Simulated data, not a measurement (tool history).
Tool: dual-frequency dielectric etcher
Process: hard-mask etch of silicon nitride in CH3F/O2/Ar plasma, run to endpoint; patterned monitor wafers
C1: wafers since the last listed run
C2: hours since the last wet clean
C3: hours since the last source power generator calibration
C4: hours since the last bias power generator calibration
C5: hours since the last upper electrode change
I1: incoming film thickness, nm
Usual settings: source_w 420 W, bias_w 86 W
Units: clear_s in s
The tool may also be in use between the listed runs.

run 1 day=0.000 | source_w=420 bias_w=74 | C1=0 C2=418.5 C3=4503.6 C4=4969.1 C5=1072.2 | I1=27.62 | clear_s=42.3
run 2 day=3.417 | source_w=420 bias_w=74 | C1=1204 C2=500.5 C3=4585.6 C4=5051.1 C5=1154.2 | I1=27.66 | clear_s=42.6
run 3 day=6.992 | source_w=420 bias_w=74 | C1=1259 C2=586.3 C3=4671.4 C4=5136.9 C5=1240.0 | I1=27.70 | clear_s=42.7
-- day=11.021 wet clean of the chamber
run 4 day=11.042 | source_w=360 bias_w=86 | C1=1074 C2=0.5 C3=4768.6 C4=5234.1 C5=1337.2 | I1=27.75 | clear_s=42.5
-- day=11.917 bias power generator calibrated
run 5 day=12.533 | source_w=420 bias_w=86 | C1=466 C2=36.3 C3=4804.4 C4=14.8 C5=1373.0 | I1=27.52 | clear_s=41.0
run 6 day=14.400 | source_w=420 bias_w=86 | C1=657 C2=81.1 C3=4849.2 C4=59.6 C5=1417.8 | I1=27.80 | clear_s=41.7
run 7 day=18.404 | source_w=420 bias_w=86 | C1=1411 C2=177.2 C3=4945.3 C4=155.7 C5=1513.9 | I1=28.00 | clear_s=42.0
-- day=20.342 source power generator calibrated
run 8 day=21.000 | source_w=420 bias_w=86 | C1=856 C2=239.5 C3=15.8 C4=218.0 C5=1576.2 | I1=27.78 | clear_s=41.8
run 9 day=23.400 | source_w=420 bias_w=86 | C1=845 C2=297.1 C3=73.4 C4=275.6 C5=1633.8 | I1=27.57 | clear_s=41.4
run 10 day=25.917 | source_w=420 bias_w=86 | C1=886 C2=357.5 C3=133.8 C4=336.0 C5=1694.2 | I1=27.83 | clear_s=41.9
run 11 day=29.592 | source_w=420 bias_w=99 | C1=1295 C2=445.7 C3=222.0 C4=424.2 C5=1782.4 | I1=27.66 | clear_s=40.1
run 12 day=32.279 | source_w=350 bias_w=86 | C1=947 C2=510.2 C3=286.5 C4=488.7 C5=1846.9 | I1=27.58 | clear_s=44.1
-- day=35.742 upper electrode replaced
-- day=38.712 wet clean of the chamber
run 13 day=38.733 | source_w=370 bias_w=94 | C1=1569 C2=0.5 C3=441.4 C4=643.6 C5=71.8 | I1=27.54 | clear_s=41.3
run 14 day=41.512 | source_w=330 bias_w=68 | C1=979 C2=67.2 C3=508.1 C4=710.3 C5=138.5 | I1=27.50 | clear_s=46.7
run 15 day=43.033 | source_w=480 bias_w=75 | C1=535 C2=103.7 C3=544.6 C4=746.8 C5=175.0 | I1=27.75 | clear_s=41.0
run 16 day=46.954 | source_w=450 bias_w=96 | C1=1381 C2=197.8 C3=638.7 C4=840.9 C5=269.1 | I1=27.63 | clear_s=39.1
run 17 day=50.783 | source_w=420 bias_w=86 | C1=1349 C2=289.7 C3=730.6 C4=932.8 C5=361.0 | I1=27.82 | clear_s=41.9
run 18 day=54.775 | source_w=490 bias_w=86 | C1=1406 C2=385.5 C3=826.4 C4=1028.6 C5=456.8 | I1=27.54 | clear_s=39.1
run 19 day=56.496 | source_w=360 bias_w=68 | C1=606 C2=426.8 C3=867.7 C4=1069.9 C5=498.1 | I1=27.75 | clear_s=46.5
run 20 day=59.450 | source_w=370 bias_w=77 | C1=1041 C2=497.7 C3=938.6 C4=1140.8 C5=569.0 | I1=27.67 | clear_s=44.7
run 21 day=63.104 | source_w=420 bias_w=86 | C1=1287 C2=585.4 C3=1026.3 C4=1228.5 C5=656.7 | I1=27.94 | clear_s=42.2
run 22 day=65.700 | source_w=420 bias_w=86 | C1=914 C2=647.7 C3=1088.6 C4=1290.8 C5=719.0 | I1=27.59 | clear_s=41.6
run 23 day=69.292 | source_w=420 bias_w=66 | C1=1265 C2=733.9 C3=1174.8 C4=1377.0 C5=805.2 | I1=28.00 | clear_s=45.4
-- day=72.625 wet clean of the chamber
run 24 day=72.646 | source_w=330 bias_w=103 | C1=829 C2=0.5 C3=1255.3 C4=1457.5 C5=885.7 | I1=27.90 | clear_s=42.1
run 25 day=75.896 | source_w=420 bias_w=86 | C1=1145 C2=78.5 C3=1333.3 C4=1535.5 C5=963.7 | I1=27.68 | clear_s=40.9
run 26 day=80.083 | source_w=340 bias_w=107 | C1=1475 C2=179.0 C3=1433.8 C4=1636.0 C5=1064.2 | I1=28.08 | clear_s=41.9
run 27 day=82.104 | source_w=420 bias_w=86 | C1=712 C2=227.5 C3=1482.3 C4=1684.5 C5=1112.7 | I1=27.69 | clear_s=41.2
run 28 day=84.654 | source_w=420 bias_w=75 | C1=898 C2=288.7 C3=1543.5 C4=1745.7 C5=1173.9 | I1=27.65 | clear_s=42.4
run 29 day=87.017 | source_w=420 bias_w=79 | C1=832 C2=345.4 C3=1600.2 C4=1802.4 C5=1230.6 | I1=27.77 | clear_s=42.3
run 30 day=89.583 | source_w=370 bias_w=86 | C1=904 C2=407.0 C3=1661.8 C4=1864.0 C5=1292.2 | I1=27.82 | clear_s=43.2
run 31 day=91.100 | source_w=420 bias_w=73 | C1=534 C2=443.4 C3=1698.2 C4=1900.4 C5=1328.6 | I1=27.99 | clear_s=43.8
run 32 day=94.017 | source_w=380 bias_w=80 | C1=1027 C2=513.4 C3=1768.2 C4=1970.4 C5=1398.6 | I1=27.58 | clear_s=43.5
run 33 day=96.833 | source_w=510 bias_w=65 | C1=992 C2=581.0 C3=1835.8 C4=2038.0 C5=1466.2 | I1=27.80 | clear_s=42.0
run 34 day=99.567 | source_w=420 bias_w=96 | C1=963 C2=646.6 C3=1901.4 C4=2103.6 C5=1531.8 | I1=27.42 | clear_s=39.9
run 35 day=102.233 | source_w=420 bias_w=86 | C1=939 C2=710.6 C3=1965.4 C4=2167.6 C5=1595.8 | I1=28.02 | clear_s=42.1

4 ways to go on from here, each from the tool as it stands after run 35. What would each give?
run A day=102.250 | source_w=420 bias_w=86 | C1=5 C2=711.0 C3=1965.8 C4=2168.0 C5=1596.2 | I1=27.73 | clear_s=?
run B day=102.250 | source_w=380 bias_w=95 | C1=5 C2=711.0 C3=1965.8 C4=2168.0 C5=1596.2 | I1=27.73 | clear_s=?
run C day=102.250 | source_w=450 bias_w=97 | C1=5 C2=711.0 C3=1965.8 C4=2168.0 C5=1596.2 | I1=27.73 | clear_s=?
run D day=102.250 | source_w=510 bias_w=94 | C1=5 C2=711.0 C3=1965.8 C4=2168.0 C5=1596.2 | I1=27.73 | clear_s=?

run=A clear_s=41.8
run=B clear_s=41.9
run=C clear_s=39.6
run=D clear_s=38.4
Without the tool's hidden state the same runs would have given:
run=A clear_s=41.1
run=B clear_s=41.2
run=C clear_s=38.9
run=D clear_s=37.8

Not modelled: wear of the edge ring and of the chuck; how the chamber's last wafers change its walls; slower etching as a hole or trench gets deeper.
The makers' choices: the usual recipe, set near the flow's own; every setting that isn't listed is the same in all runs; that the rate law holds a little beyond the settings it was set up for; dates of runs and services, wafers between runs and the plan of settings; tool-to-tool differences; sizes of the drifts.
